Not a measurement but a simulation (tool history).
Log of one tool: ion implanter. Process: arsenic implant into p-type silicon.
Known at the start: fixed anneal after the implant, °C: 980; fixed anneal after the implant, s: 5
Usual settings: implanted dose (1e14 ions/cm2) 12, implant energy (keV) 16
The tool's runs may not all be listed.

run	hour	implanted dose (1e14 ions/cm2)	implant energy (keV)	read-back reference wafer on the same gauge, sheet resistance	sheet resistance of the implanted and annealed layer (ohm/square)
1	0	12	17.5	151.04	153.95
2	40.6	12	17.5	151.03	153.89
3	77.2	12	17.5	150.94	153.74
4	129.2	13.46	16	150.95	156.67
5	183.6	13.46	16	150.96	156.5
6	209.9	10.56	13	151	176.81
7	238.2	10.56	13	150.94	176.44
8	308.5	10.56	13	150.97	176.34
9	350.6	12	20.5	150.95	144.05
10	408.7	14.1	16	150.95	156.21
# hour 453: extraction supply calibrated
11	477.5	14.1	16	150.99	152.87
# hour 507.2: gauge calibrated
12	509.7	14.1	16	151.05	152.49
13	538.7	10.66	16	151.08	161.07
# hour 555.9: Faraday cup replaced and dose calibrated
14	589.7	12	16	151.04	158.36
15	624	9.81	14.5	151.09	171.85
16	675.1	12	16	151.02	158.97
17	699.5	14.1	16	150.96	154.07
18	737.7	10.2	12	151.02	181.78
19	780.5	12	10.5	151.05	186.07
20	804.9	12	16	150.98	158.8
21	872.6	12	16	150.98	159.29
22	941.5	12	16	151.06	158.62
23	971.9	12	19.5	150.97	146.94
24	1042.8	14.81	11.5	151.07	175.09
25	1093.4	9.19	18.5	150.94	161.72
26	1121.6	13.07	12.5	150.99	172.79
27	1165.8	9.91	16	151.01	165.57
28	1215.5	15.59	12	151.01	171.04

5 ways to go on from here, each from the tool as it stands after run 28. What would each give?
A	1215.9	12	14	?	?
B	1215.9	8.61	13	?	?
C	1215.9	14.73	11.5	?	?
D	1215.9	13.88	16	?	?
E	1215.9	15.25	18.5	?	?

run	read-back reference wafer on the same gauge, sheet resistance	sheet resistance of the implanted and annealed layer (ohm/square)
A	151.04	167.5
B	151.04	183.69
C	151.04	175.32
D	151.04	154.88
E	151.04	142.97
Without the tool's hidden state the same runs would have given:
run	sheet resistance of the implanted and annealed layer (ohm/square)
A	166.97
B	183.43
C	174.71
D	154.31
E	142.38

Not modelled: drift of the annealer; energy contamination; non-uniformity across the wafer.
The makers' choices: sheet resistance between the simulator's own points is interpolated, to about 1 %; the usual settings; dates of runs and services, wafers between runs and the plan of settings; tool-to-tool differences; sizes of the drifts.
